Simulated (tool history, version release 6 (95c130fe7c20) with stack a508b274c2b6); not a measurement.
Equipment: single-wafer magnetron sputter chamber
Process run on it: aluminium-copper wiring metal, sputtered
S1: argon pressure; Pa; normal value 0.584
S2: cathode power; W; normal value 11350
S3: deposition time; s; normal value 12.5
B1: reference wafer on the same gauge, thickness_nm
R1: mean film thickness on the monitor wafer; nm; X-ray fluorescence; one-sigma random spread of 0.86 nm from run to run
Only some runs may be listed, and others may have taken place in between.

{"run": 1, "hour": 0.0, "S1": 0.584, "S2": 11350, "S3": 13.2, "B1": 257.971, "R1": 252.356}
{"run": 2, "hour": 22.2, "S1": 0.584, "S2": 11350, "S3": 13.2, "B1": 258.098, "R1": 253.01}
{"run": 3, "hour": 56.9, "S1": 0.584, "S2": 11350, "S3": 13.2, "B1": 257.079, "R1": 253.889}
{"hour": 88.6, "done": "sputter target and shields replaced"}
{"run": 4, "hour": 91.8, "S1": 0.584, "S2": 12500, "S3": 12.5, "B1": 257.329, "R1": 255.105}
{"run": 5, "hour": 108.6, "S1": 0.419, "S2": 11350, "S3": 12.5, "B1": 257.396, "R1": 266.443}
{"run": 6, "hour": 135.8, "S1": 0.419, "S2": 11350, "S3": 12.5, "B1": 257.1, "R1": 264.82}
{"run": 7, "hour": 164.5, "S1": 0.419, "S2": 11350, "S3": 12.5, "B1": 256.923, "R1": 264.589}
{"hour": 198.8, "done": "sputter target and shields replaced"}
{"run": 8, "hour": 200.2, "S1": 0.584, "S2": 11350, "S3": 12.5, "B1": 256.89, "R1": 239.724}
{"run": 9, "hour": 220.8, "S1": 0.584, "S2": 11350, "S3": 12.5, "B1": 257.023, "R1": 239.552}
{"hour": 252.2, "done": "gauge calibrated"}
{"run": 10, "hour": 271.6, "S1": 0.584, "S2": 11350, "S3": 12.5, "B1": 260.686, "R1": 242.722}
{"run": 11, "hour": 290.8, "S1": 0.584, "S2": 11350, "S3": 12.5, "B1": 259.921, "R1": 241.397}
{"hour": 314.3, "done": "sputter target and shields replaced"}
{"run": 12, "hour": 317.2, "S1": 0.584, "S2": 11350, "S3": 12.5, "B1": 259.98, "R1": 242.035}
{"run": 13, "hour": 343.8, "S1": 0.48, "S2": 11350, "S3": 12.5, "B1": 258.93, "R1": 255.893}
{"run": 14, "hour": 379.0, "S1": 0.377, "S2": 13300, "S3": 12.5, "B1": 258.598, "R1": 302.409}
{"run": 15, "hour": 404.4, "S1": 0.4, "S2": 10250, "S3": 10.8, "B1": 258.394, "R1": 217.272}
{"hour": 428.8, "done": "capacitance manometer re-zeroed and calibrated"}
{"run": 16, "hour": 429.3, "S1": 0.584, "S2": 11350, "S3": 11.5, "B1": 258.077, "R1": 220.775}
{"run": 17, "hour": 449.2, "S1": 0.813, "S2": 11350, "S3": 13.6, "B1": 258.104, "R1": 228.083}
{"hour": 459.5, "done": "sputter target and shields replaced"}
{"hour": 469.9, "done": "magnet pack replaced"}
{"run": 18, "hour": 475.3, "S1": 0.762, "S2": 9150, "S3": 13.8, "B1": 257.594, "R1": 208.42}
{"run": 19, "hour": 488.0, "S1": 0.427, "S2": 11350, "S3": 12.5, "B1": 257.279, "R1": 261.734}
{"run": 20, "hour": 520.5, "S1": 0.584, "S2": 11350, "S3": 12.5, "B1": 257.353, "R1": 239.157}
{"run": 21, "hour": 548.8, "S1": 0.787, "S2": 11350, "S3": 12.5, "B1": 257.464, "R1": 212.832}
{"run": 22, "hour": 562.6, "S1": 0.787, "S2": 11350, "S3": 12.5, "B1": 257.687, "R1": 211.307}
{"run": 23, "hour": 585.6, "S1": 0.584, "S2": 11350, "S3": 12.5, "B1": 256.778, "R1": 237.852}
{"hour": 600.5, "done": "sputter target and shields replaced"}
{"run": 24, "hour": 608.7, "S1": 0.732, "S2": 11350, "S3": 14.3, "B1": 257.083, "R1": 250.407}
{"run": 25, "hour": 639.8, "S1": 0.359, "S2": 11350, "S3": 10.9, "B1": 256.685, "R1": 239.034}

Consider 3 possible next runs. They are alternatives, not a sequence: every one starts from the tool as it was left by run 25. What does each give?
{"run": "A", "hour": 640.2, "S1": 0.584, "S2": 11350, "S3": 11.4, "B1": "?", "R1": "?"}
{"run": "B", "hour": 640.2, "S1": 0.427, "S2": 9250, "S3": 10.3, "B1": "?", "R1": "?"}
{"run": "C", "hour": 640.2, "S1": 0.584, "S2": 11350, "S3": 10.5, "B1": "?", "R1": "?"}

run=A B1=256.783 R1=218.567
run=B B1=256.783 R1=191.187
run=C B1=256.783 R1=201.311
Had the tool no hidden state, the same runs would have come out as:
run=A R1=222.905
run=B R1=194.982
run=C R1=205.307

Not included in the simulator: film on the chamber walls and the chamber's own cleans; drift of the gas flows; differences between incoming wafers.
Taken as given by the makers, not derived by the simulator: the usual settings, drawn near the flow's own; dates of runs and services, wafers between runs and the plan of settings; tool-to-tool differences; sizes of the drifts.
